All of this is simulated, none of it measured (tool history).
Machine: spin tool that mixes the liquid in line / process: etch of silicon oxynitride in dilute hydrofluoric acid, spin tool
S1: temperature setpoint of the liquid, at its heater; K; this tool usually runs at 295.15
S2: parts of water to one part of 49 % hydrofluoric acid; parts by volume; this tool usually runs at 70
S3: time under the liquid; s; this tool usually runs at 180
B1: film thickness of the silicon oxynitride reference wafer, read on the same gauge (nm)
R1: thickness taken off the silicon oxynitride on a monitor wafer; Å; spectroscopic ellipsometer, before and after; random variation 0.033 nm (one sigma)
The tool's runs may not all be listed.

{"run": 1, "day": 0.0, "S1": 295.15, "S2": 70, "S3": 270, "B1": 50.01, "R1": 74.6}
{"run": 2, "day": 1.225, "S1": 295.15, "S2": 70, "S3": 270, "B1": 49.99, "R1": 74.6}
{"run": 3, "day": 2.362, "S1": 295.15, "S2": 70, "S3": 180, "B1": 50, "R1": 50}
{"run": 4, "day": 4.092, "S1": 295.15, "S2": 70, "S3": 180, "B1": 49.99, "R1": 50}
{"day": 4.288, "done": "thermometer replaced"}
{"run": 5, "day": 5.662, "S1": 295.15, "S2": 70, "S3": 180, "B1": 50.01, "R1": 50.1}
{"run": 6, "day": 8.021, "S1": 295.15, "S2": 70, "S3": 180, "B1": 49.99, "R1": 49.6}
{"run": 7, "day": 9.338, "S1": 295.15, "S2": 70, "S3": 180, "B1": 50, "R1": 49.6}
{"run": 8, "day": 10.633, "S1": 295.15, "S2": 60, "S3": 180, "B1": 50.01, "R1": 58.8}
{"run": 9, "day": 12.838, "S1": 295.15, "S2": 60, "S3": 180, "B1": 50, "R1": 58.1}
{"run": 10, "day": 15.521, "S1": 295.15, "S2": 60, "S3": 180, "B1": 50.02, "R1": 58.8}
{"run": 11, "day": 23.979, "S1": 298.65, "S2": 70, "S3": 265, "B1": 50, "R1": 87.2}
{"run": 12, "day": 26.554, "S1": 298.65, "S2": 70, "S3": 265, "B1": 49.99, "R1": 86.6}
{"run": 13, "day": 29.038, "S1": 295.15, "S2": 70, "S3": 95, "B1": 49.99, "R1": 26.3}
{"run": 14, "day": 31.367, "S1": 295.15, "S2": 70, "S3": 95, "B1": 50, "R1": 26.1}
{"day": 31.704, "done": "gauge calibrated"}
{"run": 15, "day": 33.542, "S1": 295.15, "S2": 70, "S3": 95, "B1": 50, "R1": 26.5}
{"run": 16, "day": 35.012, "S1": 295.15, "S2": 70, "S3": 180, "B1": 50, "R1": 49.4}
{"run": 17, "day": 37.662, "S1": 295.15, "S2": 40, "S3": 150, "B1": 50, "R1": 73.8}
{"run": 18, "day": 39.471, "S1": 299.65, "S2": 70, "S3": 110, "B1": 50, "R1": 37.5}
{"run": 19, "day": 41.558, "S1": 295.15, "S2": 85, "S3": 120, "B1": 49.99, "R1": 26.9}
{"run": 20, "day": 44.025, "S1": 295.15, "S2": 90, "S3": 180, "B1": 50.02, "R1": 38.3}
{"run": 21, "day": 46.008, "S1": 295.15, "S2": 40, "S3": 150, "B1": 50, "R1": 74.8}
{"run": 22, "day": 48.812, "S1": 295.15, "S2": 70, "S3": 180, "B1": 50, "R1": 50.4}
{"run": 23, "day": 51.079, "S1": 293.65, "S2": 70, "S3": 180, "B1": 50.01, "R1": 46.2}
{"day": 56.212, "done": "thermometer replaced"}
{"run": 24, "day": 57.512, "S1": 296.65, "S2": 80, "S3": 180, "B1": 49.98, "R1": 46.1}
{"day": 58.929, "done": "hydrofluoric acid flow meter replaced"}
{"run": 25, "day": 60.025, "S1": 295.15, "S2": 70, "S3": 145, "B1": 50, "R1": 40.4}
{"run": 26, "day": 62.304, "S1": 295.15, "S2": 70, "S3": 180, "B1": 50.01, "R1": 50.2}
{"run": 27, "day": 63.421, "S1": 292.65, "S2": 70, "S3": 210, "B1": 50.01, "R1": 51.6}
{"run": 28, "day": 65.129, "S1": 295.15, "S2": 55, "S3": 180, "B1": 50.01, "R1": 64.5}
{"run": 29, "day": 66.6, "S1": 298.15, "S2": 35, "S3": 75, "B1": 50, "R1": 48.9}
{"run": 30, "day": 68.296, "S1": 295.15, "S2": 70, "S3": 180, "B1": 49.99, "R1": 50.2}
{"run": 31, "day": 70.804, "S1": 292.65, "S2": 60, "S3": 225, "B1": 49.99, "R1": 65.2}
{"run": 32, "day": 73.392, "S1": 295.15, "S2": 70, "S3": 280, "B1": 49.99, "R1": 76.9}
{"day": 74.475, "done": "gauge calibrated"}
{"run": 33, "day": 74.604, "S1": 296.65, "S2": 70, "S3": 180, "B1": 50.01, "R1": 53.1}

Predict each of these 4 candidate next runs independently; none follows another, all start after run 33:
{"run": "A", "day": 74.625, "S1": 295.15, "S2": 70, "S3": 230, "B1": "?", "R1": "?"}
{"run": "B", "day": 74.625, "S1": 292.65, "S2": 70, "S3": 290, "B1": "?", "R1": "?"}
{"run": "C", "day": 74.625, "S1": 297.15, "S2": 50, "S3": 95, "B1": "?", "R1": "?"}
{"run": "D", "day": 74.625, "S1": 293.65, "S2": 95, "S3": 245, "B1": "?", "R1": "?"}

run=A B1=50 R1=63.9
run=B B1=50 R1=71.2
run=C B1=50 R1=41.4
run=D B1=50 R1=45.8
Without the tool's hidden state the same runs would have given:
run=A R1=63.9
run=B R1=71.2
run=C R1=41.4
run=D R1=45.8

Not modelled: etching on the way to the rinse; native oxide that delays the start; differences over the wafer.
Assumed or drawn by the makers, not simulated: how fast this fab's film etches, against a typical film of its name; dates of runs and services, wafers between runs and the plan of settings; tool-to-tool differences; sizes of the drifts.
